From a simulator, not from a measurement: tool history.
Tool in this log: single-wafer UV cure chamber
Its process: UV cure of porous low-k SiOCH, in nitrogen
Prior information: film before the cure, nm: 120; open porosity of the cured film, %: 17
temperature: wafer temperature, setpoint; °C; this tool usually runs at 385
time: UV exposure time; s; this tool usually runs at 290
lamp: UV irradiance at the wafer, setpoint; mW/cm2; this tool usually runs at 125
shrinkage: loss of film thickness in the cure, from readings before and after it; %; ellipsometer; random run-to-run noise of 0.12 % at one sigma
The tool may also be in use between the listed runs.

run 1 day=0.000 | temperature=385 time=250 lamp=125 | shrinkage=13.120
run 2 day=1.196 | temperature=385 time=250 lamp=125 | shrinkage=13.139
run 3 day=3.525 | temperature=397 time=290 lamp=111 | shrinkage=13.663
run 4 day=4.617 | temperature=397 time=290 lamp=111 | shrinkage=13.380
run 5 day=6.383 | temperature=400 time=290 lamp=111 | shrinkage=13.637
run 6 day=8.317 | temperature=400 time=290 lamp=111 | shrinkage=13.463
run 7 day=10.867 | temperature=400 time=290 lamp=111 | shrinkage=13.317
run 8 day=13.438 | temperature=385 time=290 lamp=125 | shrinkage=13.706
run 9 day=15.671 | temperature=385 time=290 lamp=125 | shrinkage=13.721
run 10 day=18.346 | temperature=385 time=290 lamp=125 | shrinkage=13.539
run 11 day=20.446 | temperature=385 time=290 lamp=125 | shrinkage=13.592
run 12 day=21.917 | temperature=385 time=290 lamp=125 | shrinkage=13.496
run 13 day=23.175 | temperature=385 time=290 lamp=125 | shrinkage=13.558
-- day=23.954 quartz window cleaned
run 14 day=25.642 | temperature=385 time=230 lamp=111 | shrinkage=11.122
-- day=31.488 UV bulbs replaced
run 15 day=34.321 | temperature=385 time=230 lamp=111 | shrinkage=11.208
run 16 day=35.408 | temperature=385 time=290 lamp=125 | shrinkage=12.644
run 17 day=38.108 | temperature=369 time=365 lamp=152 | shrinkage=14.236
run 18 day=40.683 | temperature=374 time=385 lamp=125 | shrinkage=13.788
-- day=41.162 quartz window cleaned, repeated, since the last time left the tool worse
run 19 day=41.833 | temperature=385 time=290 lamp=125 | shrinkage=14.218
run 20 day=43.879 | temperature=385 time=290 lamp=125 | shrinkage=13.990
run 21 day=45.796 | temperature=385 time=410 lamp=94 | shrinkage=14.057
run 22 day=48.708 | temperature=373 time=420 lamp=87 | shrinkage=13.486
run 23 day=51.258 | temperature=392 time=405 lamp=99 | shrinkage=14.623
run 24 day=54.250 | temperature=385 time=290 lamp=146 | shrinkage=14.779
run 25 day=57.004 | temperature=385 time=290 lamp=125 | shrinkage=13.592
run 26 day=59.438 | temperature=366 time=290 lamp=125 | shrinkage=13.441
run 27 day=62.192 | temperature=376 time=290 lamp=125 | shrinkage=13.340
run 28 day=64.125 | temperature=385 time=290 lamp=125 | shrinkage=13.706
run 29 day=66.129 | temperature=385 time=290 lamp=136 | shrinkage=14.064
run 30 day=67.567 | temperature=375 time=400 lamp=125 | shrinkage=14.827
run 31 day=68.971 | temperature=366 time=195 lamp=125 | shrinkage=11.340
run 32 day=70.762 | temperature=394 time=425 lamp=99 | shrinkage=14.324

How would selected steps in shrinkage from run to run divide? Give the signed amount a tool lacking its hidden state would still show from settings, what came in and random variation, and the signed amount left for the hidden state, including any gauge scatter that is not in both of the compared results.
Hidden state present: lamp output below its setpoint, %; transmission lost against a clean window, %.
Run 13 -> 14: time 290 -> 230, lamp 125 -> 111, quartz window cleaned. shrinkage -2.436 %: hidden state -0.461, all else -1.975.
Run 14 -> 15: UV bulbs replaced. shrinkage +0.086 %: hidden state -0.193, all else +0.279.
Run 18 -> 19: temperature 374 -> 385, time 385 -> 290, quartz window cleaned, repeated, since the last time left the tool worse. shrinkage +0.430 %: hidden state +1.383, all else -0.953.
Run 30 -> 31: temperature 375 -> 366, time 400 -> 195. shrinkage -3.487 %: hidden state +0.000, all else -3.487.
Run 31 -> 32: temperature 366 -> 394, time 195 -> 425, lamp 125 -> 99. shrinkage +2.984 %: hidden state -0.056, all else +3.040.
